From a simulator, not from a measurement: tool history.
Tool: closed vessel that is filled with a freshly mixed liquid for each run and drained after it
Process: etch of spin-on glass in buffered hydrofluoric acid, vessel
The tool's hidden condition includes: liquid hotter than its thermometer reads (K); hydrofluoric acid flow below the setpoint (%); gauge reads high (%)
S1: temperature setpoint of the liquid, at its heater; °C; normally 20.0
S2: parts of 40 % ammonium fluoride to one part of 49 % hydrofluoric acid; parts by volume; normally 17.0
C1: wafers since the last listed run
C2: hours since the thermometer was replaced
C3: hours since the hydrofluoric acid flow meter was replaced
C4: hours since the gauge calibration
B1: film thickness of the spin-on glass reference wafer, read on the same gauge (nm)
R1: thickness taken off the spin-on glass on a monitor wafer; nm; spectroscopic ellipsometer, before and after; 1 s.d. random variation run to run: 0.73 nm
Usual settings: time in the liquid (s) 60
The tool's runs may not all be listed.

run 1 day=0.000 | S1=20.0 S2=17.0 time_in_the_liquid_(s)=65 | C1=0 C2=2443.9 C3=503.2 C4=172.3 | B1=40.01 | R1=139.45
run 2 day=0.354 | S1=20.0 S2=17.0 time_in_the_liquid_(s)=65 | C1=1073 C2=2452.4 C3=511.7 C4=180.8 | B1=40.01 | R1=137.83
run 3 day=0.808 | S1=20.0 S2=17.0 time_in_the_liquid_(s)=65 | C1=1376 C2=2463.3 C3=522.6 C4=191.7 | B1=39.97 | R1=139.39
run 4 day=1.071 | S1=20.0 S2=14.0 time_in_the_liquid_(s)=60 | C1=795 C2=2469.6 C3=528.9 C4=198.0 | B1=39.96 | R1=154.21
run 5 day=1.425 | S1=20.0 S2=17.0 time_in_the_liquid_(s)=60 | C1=1073 C2=2478.1 C3=537.4 C4=206.5 | B1=39.99 | R1=127.31
run 6 day=1.850 | S1=20.0 S2=17.0 time_in_the_liquid_(s)=60 | C1=1287 C2=2488.3 C3=547.6 C4=216.7 | B1=40.05 | R1=126.53
run 7 day=2.388 | S1=20.0 S2=17.0 time_in_the_liquid_(s)=60 | C1=1628 C2=2501.2 C3=560.5 C4=229.6 | B1=40.00 | R1=127.99
run 8 day=2.917 | S1=20.0 S2=17.0 time_in_the_liquid_(s)=60 | C1=1603 C2=2513.9 C3=573.2 C4=242.3 | B1=40.02 | R1=127.99
run 9 day=3.325 | S1=21.5 S2=17.0 time_in_the_liquid_(s)=60 | C1=1237 C2=2523.7 C3=583.0 C4=252.1 | B1=40.01 | R1=138.43
run 10 day=3.612 | S1=18.0 S2=17.0 time_in_the_liquid_(s)=60 | C1=871 C2=2530.6 C3=589.9 C4=259.0 | B1=40.03 | R1=114.24
run 11 day=5.004 | S1=18.0 S2=17.0 time_in_the_liquid_(s)=60 | C1=4217 C2=2564.0 C3=623.3 C4=292.4 | B1=40.05 | R1=114.25
-- day=5.158 thermometer replaced
run 12 day=5.617 | S1=20.0 S2=17.0 time_in_the_liquid_(s)=60 | C1=1729 C2=11.0 C3=638.0 C4=307.1 | B1=40.01 | R1=110.56
run 13 day=6.183 | S1=21.5 S2=10.5 time_in_the_liquid_(s)=90 | C1=1717 C2=24.6 C3=651.6 C4=320.7 | B1=40.01 | R1=290.75
run 14 day=6.683 | S1=22.5 S2=15.0 time_in_the_liquid_(s)=30 | C1=1515 C2=36.6 C3=663.6 C4=332.7 | B1=39.97 | R1=72.45
run 15 day=7.221 | S1=18.0 S2=22.0 time_in_the_liquid_(s)=35 | C1=1628 C2=49.5 C3=676.5 C4=345.6 | B1=39.98 | R1=47.42
-- day=7.425 hydrofluoric acid flow meter replaced
run 16 day=7.762 | S1=20.0 S2=17.0 time_in_the_liquid_(s)=90 | C1=1515 C2=62.5 C3=8.1 C4=358.6 | B1=40.00 | R1=177.11
run 17 day=8.396 | S1=20.0 S2=17.0 time_in_the_liquid_(s)=60 | C1=1919 C2=77.7 C3=23.3 C4=373.8 | B1=40.02 | R1=118.18
run 18 day=8.700 | S1=24.0 S2=13.5 time_in_the_liquid_(s)=60 | C1=921 C2=85.0 C3=30.6 C4=381.1 | B1=40.03 | R1=184.38
run 19 day=8.975 | S1=20.0 S2=12.0 time_in_the_liquid_(s)=80 | C1=833 C2=91.6 C3=37.2 C4=387.7 | B1=39.96 | R1=220.64
run 20 day=9.517 | S1=20.0 S2=23.0 time_in_the_liquid_(s)=60 | C1=1641 C2=104.6 C3=50.2 C4=400.7 | B1=39.94 | R1=91.00
run 21 day=9.792 | S1=20.0 S2=17.0 time_in_the_liquid_(s)=45 | C1=833 C2=111.2 C3=56.8 C4=407.3 | B1=40.03 | R1=88.25
run 22 day=10.308 | S1=17.0 S2=19.5 time_in_the_liquid_(s)=90 | C1=1565 C2=123.6 C3=69.2 C4=419.7 | B1=40.01 | R1=130.54
-- day=10.533 gauge calibrated
run 23 day=11.017 | S1=20.0 S2=13.0 time_in_the_liquid_(s)=60 | C1=2146 C2=140.6 C3=86.2 C4=11.6 | B1=39.99 | R1=152.33
run 24 day=13.196 | S1=23.5 S2=17.0 time_in_the_liquid_(s)=80 | C1=6603 C2=192.9 C3=138.5 C4=63.9 | B1=39.98 | R1=189.01
run 25 day=13.888 | S1=17.0 S2=20.0 time_in_the_liquid_(s)=60 | C1=2096 C2=209.5 C3=155.1 C4=80.5 | B1=40.00 | R1=85.55
run 26 day=14.362 | S1=24.5 S2=11.0 time_in_the_liquid_(s)=70 | C1=1439 C2=220.9 C3=166.5 C4=91.9 | B1=39.98 | R1=268.76
run 27 day=14.938 | S1=20.0 S2=19.0 time_in_the_liquid_(s)=60 | C1=1742 C2=234.7 C3=180.3 C4=105.7 | B1=39.93 | R1=106.21
run 28 day=15.596 | S1=20.0 S2=17.0 time_in_the_liquid_(s)=60 | C1=1995 C2=250.5 C3=196.1 C4=121.5 | B1=39.99 | R1=117.84
run 29 day=16.242 | S1=22.5 S2=21.5 time_in_the_liquid_(s)=60 | C1=1957 C2=266.0 C3=211.6 C4=137.0 | B1=40.04 | R1=109.64
run 30 day=16.650 | S1=17.0 S2=11.0 time_in_the_liquid_(s)=75 | C1=1237 C2=275.8 C3=221.4 C4=146.8 | B1=39.99 | R1=189.68
run 31 day=17.100 | S1=20.0 S2=17.0 time_in_the_liquid_(s)=60 | C1=1363 C2=286.6 C3=232.2 C4=157.6 | B1=40.02 | R1=117.44
run 32 day=17.696 | S1=20.0 S2=17.0 time_in_the_liquid_(s)=60 | C1=1805 C2=300.9 C3=246.5 C4=171.9 | B1=40.01 | R1=117.03
run 33 day=18.079 | S1=20.0 S2=17.0 time_in_the_liquid_(s)=60 | C1=1161 C2=310.1 C3=255.7 C4=181.1 | B1=40.02 | R1=116.40

Some steps in R1 between neighbouring runs. How much of each would the tool show without its hidden state too (settings, what came in, random variation), and how much is left for the hidden state, with any gauge scatter that isn't in both results?
Run 11 -> 12: S1 18.0 -> 20.0, thermometer replaced. R1 -3.69 nm: hidden state -15.30, all else +11.61.
Run 12 -> 13: S1 20.0 -> 21.5, S2 17.0 -> 10.5, time in the liquid (s) 60 -> 90. R1 +180.19 nm: hidden state -10.59, all else +190.78.
Run 13 -> 14: S1 21.5 -> 22.5, S2 10.5 -> 15.0, time in the liquid (s) 90 -> 30. R1 -218.30 nm: hidden state +12.77, all else -231.07.
Run 25 -> 26: S1 17.0 -> 24.5, S2 20.0 -> 11.0, time in the liquid (s) 60 -> 70. R1 +183.21 nm: hidden state -0.58, all else +183.79.

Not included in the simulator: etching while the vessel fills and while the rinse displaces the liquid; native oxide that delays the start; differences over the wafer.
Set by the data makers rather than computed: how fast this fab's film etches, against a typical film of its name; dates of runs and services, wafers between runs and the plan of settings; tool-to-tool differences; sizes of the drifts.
